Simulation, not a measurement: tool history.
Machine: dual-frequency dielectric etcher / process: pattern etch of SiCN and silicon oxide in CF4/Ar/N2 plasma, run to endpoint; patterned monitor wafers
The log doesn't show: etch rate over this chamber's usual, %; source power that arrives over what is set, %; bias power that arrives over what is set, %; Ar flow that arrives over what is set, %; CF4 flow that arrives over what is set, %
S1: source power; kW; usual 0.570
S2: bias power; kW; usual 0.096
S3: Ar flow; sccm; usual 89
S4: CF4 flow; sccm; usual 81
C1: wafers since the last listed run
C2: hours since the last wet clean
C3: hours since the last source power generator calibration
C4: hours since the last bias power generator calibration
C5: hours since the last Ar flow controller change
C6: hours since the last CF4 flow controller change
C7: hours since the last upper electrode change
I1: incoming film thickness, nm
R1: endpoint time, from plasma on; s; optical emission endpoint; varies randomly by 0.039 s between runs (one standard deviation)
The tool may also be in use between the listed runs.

run,hour,S1,S2,S3,S4,C1,C2,C3,C4,C5,C6,C7,I1,R1
1,0.0,0.570,0.096,89,81,0,42.2,1797.2,3819.3,2657.2,1706.6,2844.0,12.96,11.0
2,13.9,0.570,0.096,89,81,236,56.1,1811.1,3833.2,2671.1,1720.5,2857.9,13.04,11.1
3,32.9,0.570,0.096,89,81,322,75.1,1830.1,3852.2,2690.1,1739.5,2876.9,13.16,11.2
4,63.7,0.570,0.096,105,81,523,105.9,1860.9,3883.0,2720.9,1770.3,2907.7,12.95,11.3
5,115.3,0.570,0.096,89,81,876,157.5,1912.5,3934.6,2772.5,1821.9,2959.3,13.00,11.2
6,143.9,0.570,0.096,89,81,485,186.1,1941.1,3963.2,2801.1,1850.5,2987.9,13.02,11.1
7,178.6,0.570,0.096,89,81,589,220.8,1975.8,3997.9,2835.8,1885.2,3022.6,13.17,11.3
8,212.8,0.570,0.096,89,88,580,255.0,2010.0,4032.1,2870.0,1919.4,3056.8,13.02,10.9
9,244.2,0.570,0.096,89,88,533,286.4,2041.4,4063.5,2901.4,1950.8,3088.2,13.17,11.1
# hour 252.2: bias power generator calibrated
# hour 258.0: Ar flow controller replaced
# hour 274.7: CF4 flow controller replaced
# hour 289.2: upper electrode replaced
10,289.7,0.570,0.096,89,81,258,331.9,2086.9,37.5,31.7,15.0,0.5,13.07,11.2
11,290.0,0.570,0.096,89,81,5,332.2,2087.2,37.8,32.0,15.3,0.8,13.00,11.1
12,313.2,0.570,0.077,89,81,394,355.4,2110.4,61.0,55.2,38.5,24.0,13.12,12.6
13,325.3,0.480,0.096,89,66,205,367.5,2122.5,73.1,67.3,50.6,36.1,13.01,12.9
14,361.0,0.570,0.096,89,81,606,403.2,2158.2,108.8,103.0,86.3,71.8,13.05,11.3
15,380.4,0.660,0.074,103,81,329,422.6,2177.6,128.2,122.4,105.7,91.2,12.97,11.7
16,411.4,0.430,0.096,83,75,526,453.6,2208.6,159.2,153.4,136.7,122.2,13.04,13.4
17,429.3,0.520,0.116,80,72,304,471.5,2226.5,177.1,171.3,154.6,140.1,13.04,11.0
18,441.7,0.440,0.096,96,81,210,483.9,2238.9,189.5,183.7,167.0,152.5,12.97,13.2
# hour 466.0: source power generator calibrated
# hour 490.8: wet clean of the chamber
19,491.3,0.570,0.096,108,89,366,0.5,25.3,239.1,233.3,216.6,202.1,13.01,11.1
20,491.6,0.570,0.096,89,81,5,0.8,25.6,239.4,233.6,216.9,202.4,12.83,10.9
21,523.4,0.570,0.096,89,81,540,32.6,57.4,271.2,265.4,248.7,234.2,13.01,11.1
22,538.7,0.450,0.085,89,65,259,47.9,72.7,286.5,280.7,264.0,249.5,13.02,13.9
23,552.0,0.570,0.096,101,97,225,61.2,86.0,299.8,294.0,277.3,262.8,13.11,11.0
24,585.6,0.440,0.087,89,72,570,94.8,119.6,333.4,327.6,310.9,296.4,12.88,13.7
25,674.4,0.570,0.119,89,66,1508,183.6,208.4,422.2,416.4,399.7,385.2,13.14,10.5

Predict each of these 3 candidate next runs independently; none follows another, all start after run 25:
A,674.8,0.570,0.096,89,81,6,184.0,208.8,422.6,416.8,400.1,385.6,13.06,?
B,674.8,0.570,0.116,83,81,6,184.0,208.8,422.6,416.8,400.1,385.6,13.06,?
C,674.8,0.670,0.096,89,81,6,184.0,208.8,422.6,416.8,400.1,385.6,13.06,?

run,R1
A,11.2
B,10.2
C,10.1
Without the tool's hidden state the same runs would have given:
run,R1
A,11.1
B,10.1
C,10.0

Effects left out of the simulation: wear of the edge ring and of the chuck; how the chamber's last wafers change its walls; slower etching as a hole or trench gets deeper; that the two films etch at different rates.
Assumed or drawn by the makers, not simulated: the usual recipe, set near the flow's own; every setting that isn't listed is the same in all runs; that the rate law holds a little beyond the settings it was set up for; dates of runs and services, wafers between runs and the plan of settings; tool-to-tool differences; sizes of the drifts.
